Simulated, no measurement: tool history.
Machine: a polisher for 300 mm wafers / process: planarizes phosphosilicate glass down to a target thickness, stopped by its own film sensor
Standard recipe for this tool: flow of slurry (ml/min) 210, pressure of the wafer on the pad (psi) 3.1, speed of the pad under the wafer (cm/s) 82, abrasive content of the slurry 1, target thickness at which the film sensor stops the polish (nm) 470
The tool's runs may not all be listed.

run    hour  flow of slurry (ml/min)  pressure of the wafer on the pad (psi)  speed of the pad under the wafer (cm/s)  abrasive content of the slurry  target thickness at which the film sensor stops the polish (nm)  incoming thickness of the incoming film, nm  time until the film sensor stopped the polish (s)
  1       0                      185                                     3.1                                       82                             0.8                                                              470                                       1049.7                                              136.8
       17.5  -- conditioning disc replaced and pad reconditioned
  2    32.5                      210                                     3.1                                       82                               1                                                              470                                       1015.4                                              113.6
       68.9  -- worn pad replaced by a new one
  3    78.2                      210                                     3.1                                       82                               1                                                              470                                       1025.8                                              118.7
  4   110.3                      210                                     2.4                                       82                               1                                                              632                                       1019.9                                              104.4
  5     181                      260                                     3.1                                      102                               1                                                              470                                       1029.5                                               98.1
  6   247.1                      140                                     3.1                                       82                               1                                                              470                                       1016.9                                              121.5
        296  -- slurry blender recalibrated, repeated, since the last time left the tool worse
      321.1  -- head pressure recalibrated
  7   402.2                      210                                     3.1                                       82                               1                                                              470                                       1048.9                                               89.7
  8   463.5                      210                                     4.1                                       82                               1                                                              470                                       1043.6                                               70.9
  9     512                      210                                     3.1                                       82                               1                                                              470                                       1012.9                                               88.2
      572.2  -- worn pad replaced by a new one
      577.4  -- conditioning disc replaced and pad reconditioned
 10   582.1                      210                                     3.1                                       82                               1                                                              394                                         1027                                              104.1
 11   606.5                      210                                     3.1                                       82                               1                                                              470                                       1039.9                                               95.1
 12   637.3                      210                                     3.1                                       96                               1                                                              657                                       1021.5                                               52.9
 13   704.4                      210                                     3.5                                       82                               1                                                              662                                       1020.3                                               52.2
      749.9  -- slurry nozzle cleaned
 14   769.7                      210                                     3.1                                       82                             0.9                                                              470                                       1038.7                                              101.5
      791.5  -- head pressure recalibrated
      809.6  -- slurry blender recalibrated
 15   835.3                      210                                     3.1                                       82                            1.25                                                              470                                       1040.4                                               81.1
 16  1005.2                      210                                     2.6                                       74                               1                                                              470                                       1049.7                                              126.4
     1022.4  -- conditioning disc replaced and pad reconditioned
 17  1029.9                      210                                     3.1                                       74                               1                                                              329                                       1050.4                                              127.3
 18  1076.4                      210                                     3.1                                       82                               1                                                              470                                       1019.1                                               90.8
     1127.3  -- worn pad replaced by a new one
 19  1127.8                      210                                     3.1                                       82                               1                                                              470                                       1019.3                                               88.3
 20  1175.1                      210                                     2.6                                       82                             0.8                                                              630                                       1040.1                                                 90
 21    1202                      170                                     3.1                                       82                            1.15                                                              470                                       1022.1                                               88.1
     1232.5  -- slurry blender recalibrated
       1298  -- head pressure recalibrated
 22  1378.1                      210                                     3.1                                       82                             1.2                                                              470                                       1021.4                                               81.3
 23  1423.4                      210                                     3.1                                       82                               1                                                              470                                       1031.7                                               87.9
 24  1449.5                      210                                     3.1                                       82                             0.7                                                              519                                       1021.3                                              102.1
     1493.6  -- conditioning disc replaced and pad reconditioned
 25  1518.6                      210                                     3.4                                       90                             1.1                                                              601                                       1032.7                                               55.9
 26  1542.9                      210                                     3.1                                       82                               1                                                              470                                       1033.6                                               92.6

Below, each run's measurement less what the same run would have read without the hidden state. Both values contain the same run-to-run variation, but the gauge's scatter may not be the same in both:
The hidden state here: removal rate lost through wear of the pad, %; slurry flow missing at the pad, %; deviation of the head's pressure from its setpoint, %; abrasive missing from the slurry, %; time polished since the conditioner stopped cutting, s.
run  time until the film sensor stopped the polish (s)
  1                                              +37.9
  2                                                +30
  3                                              +32.9
  4                                              +29.7
  5                                              +29.1
  6                                                +37
  7                                               +4.7
  8                                                 +5
  9                                               +7.1
 10                                               +9.5
 11                                               +8.8
 12                                               +5.1
 13                                               +5.3
 14                                              +11.2
 15                                               +1.5
 16                                               +9.8
 17                                              +10.4
 18                                               +8.1
 19                                               +8.4
 20                                                +10
 21                                               +8.3
 22                                               +4.4
 23                                               +6.3
 24                                               +9.4
 25                                               +4.6
 26                                               +8.3
